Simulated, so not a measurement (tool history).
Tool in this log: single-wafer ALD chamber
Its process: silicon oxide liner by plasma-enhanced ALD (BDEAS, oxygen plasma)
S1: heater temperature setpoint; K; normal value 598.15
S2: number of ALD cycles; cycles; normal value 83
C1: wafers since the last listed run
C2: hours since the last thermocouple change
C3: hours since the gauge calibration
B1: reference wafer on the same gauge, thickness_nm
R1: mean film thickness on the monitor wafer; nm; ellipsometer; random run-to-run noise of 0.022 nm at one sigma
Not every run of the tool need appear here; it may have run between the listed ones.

Run 1, day 0: usual settings; C1 0; C2 2419.7; C3 659.2; B1 7.985. Result: R1 8.614 nm.
Run 2, day 1.729: usual settings; C1 246; C2 2461.2; C3 700.7; B1 7.978. Result: R1 8.614 nm.
Run 3, day 3.746: usual settings; C1 287; C2 2509.6; C3 749.1; B1 7.978. Result: R1 8.645 nm.
Run 4, day 4.825: usual settings but S2 89 cycles; C1 153; C2 2535.5; C3 775; B1 7.983. Result: R1 9.247 nm.
Run 5, day 6.746: usual settings but S2 89 cycles; C1 273; C2 2581.6; C3 821.1; B1 7.969. Result: R1 9.243 nm.
Run 6, day 9.079: usual settings but S1 591.15 K; C1 332; C2 2637.6; C3 877.1; B1 7.978. Result: R1 8.689 nm.
Run 7, day 10.696: usual settings but S2 79 cycles; C1 230; C2 2676.4; C3 915.9; B1 7.983. Result: R1 8.181 nm.
Run 8, day 12.292: usual settings but S2 79 cycles; C1 227; C2 2714.7; C3 954.2; B1 7.99. Result: R1 8.167 nm.
Run 9, day 14.617: usual settings but S2 93 cycles; C1 331; C2 2770.5; C3 1010; B1 7.982. Result: R1 9.617 nm.
Run 10, day 16.867: usual settings; C1 320; C2 2824.5; C3 1064; B1 7.973. Result: R1 8.624 nm.
Run 11, day 19.342: usual settings but S2 77 cycles; C1 352; C2 2883.9; C3 1123.4; B1 7.972. Result: R1 7.991 nm.
Run 12, day 21.692: usual settings but S2 77 cycles; C1 334; C2 2940.3; C3 1179.8; B1 7.989. Result: R1 7.997 nm.
At day 23.4: thermocouple changed; heater temperature recalibrated.
Run 13, day 23.942: usual settings but S2 77 cycles; C1 273; C2 13; C3 1233.8; B1 7.982. Result: R1 7.987 nm.
Run 14, day 25.512: usual settings but S2 87 cycles; C1 223; C2 50.7; C3 1271.5; B1 7.983. Result: R1 9.015 nm.
Run 15, day 26.979: usual settings but S2 87 cycles; C1 209; C2 85.9; C3 1306.7; B1 7.979. Result: R1 8.982 nm.
Run 16, day 28.025: usual settings but S2 91 cycles; C1 149; C2 111; C3 1331.8; B1 7.986. Result: R1 9.435 nm.
Run 17, day 29.471: usual settings but S2 77 cycles; C1 206; C2 145.7; C3 1366.5; B1 7.981. Result: R1 8.003 nm.
Run 18, day 30.954: usual settings but S1 590.15 K, S2 88 cycles; C1 211; C2 181.3; C3 1402.1; B1 7.987. Result: R1 9.204 nm.
Run 19, day 33.771: usual settings but S2 74 cycles; C1 401; C2 248.9; C3 1469.7; B1 7.982. Result: R1 7.629 nm.
At day 40.188: gauge calibrated.
Run 20, day 42.533: usual settings but S2 97 cycles; C1 1248; C2 459.2; C3 56.3; B1 7.98. Result: R1 10.042 nm.
Run 21, day 44.021: usual settings; C1 211; C2 494.9; C3 92; B1 7.974. Result: R1 8.621 nm.
Run 22, day 46.7: usual settings but S1 609.15 K; C1 381; C2 559.2; C3 156.3; B1 7.978. Result: R1 8.479 nm.
Run 23, day 47.996: usual settings but S1 602.15 K, S2 67 cycles; C1 184; C2 590.3; C3 187.4; B1 7.984. Result: R1 6.917 nm.
Run 24, day 50.321: usual settings but S1 587.15 K, S2 76 cycles; C1 331; C2 646.1; C3 243.2; B1 7.972. Result: R1 8.017 nm.
Run 25, day 51.583: usual settings but S1 585.15 K, S2 97 cycles; C1 179; C2 676.4; C3 273.5; B1 7.979. Result: R1 10.266 nm.
Run 26, day 53.646: usual settings but S2 91 cycles; C1 293; C2 725.9; C3 323; B1 7.975. Result: R1 9.46 nm.
Run 27, day 55.438: usual settings; C1 255; C2 768.9; C3 366; B1 7.979. Result: R1 8.602 nm.
Run 28, day 57.388: usual settings; C1 277; C2 815.7; C3 412.8; B1 7.984. Result: R1 8.563 nm.
Run 29, day 58.5: usual settings but S1 604.15 K; C1 158; C2 842.4; C3 439.5; B1 7.981. Result: R1 8.543 nm.
Run 30, day 61.275: usual settings but S1 585.15 K, S2 74 cycles; C1 395; C2 909; C3 506.1; B1 7.974. Result: R1 7.867 nm.

Here are 4 independent what-if runs from the current tool condition. What would each one return?
Run A, day 61.296: usual settings; C1 2; C2 909.5; C3 506.6; B1 ?. Result: R1 ?.
Run B, day 61.296: usual settings but S1 587.15 K, S2 77 cycles; C1 2; C2 909.5; C3 506.6; B1 ?. Result: R1 ?.
Run C, day 61.296: usual settings but S2 95 cycles; C1 2; C2 909.5; C3 506.6; B1 ?. Result: R1 ?.
Run D, day 61.296: usual settings but S1 591.15 K, S2 73 cycles; C1 2; C2 909.5; C3 506.6; B1 ?. Result: R1 ?.

run     B1     R1
  A  7.977  8.603
  B  7.977  8.126
  C  7.977  9.847
  D  7.977  7.654
Without the tool's unlogged condition, the same runs would have read:
run     R1
  A  8.603
  B  8.126
  C  9.847
  D  7.654
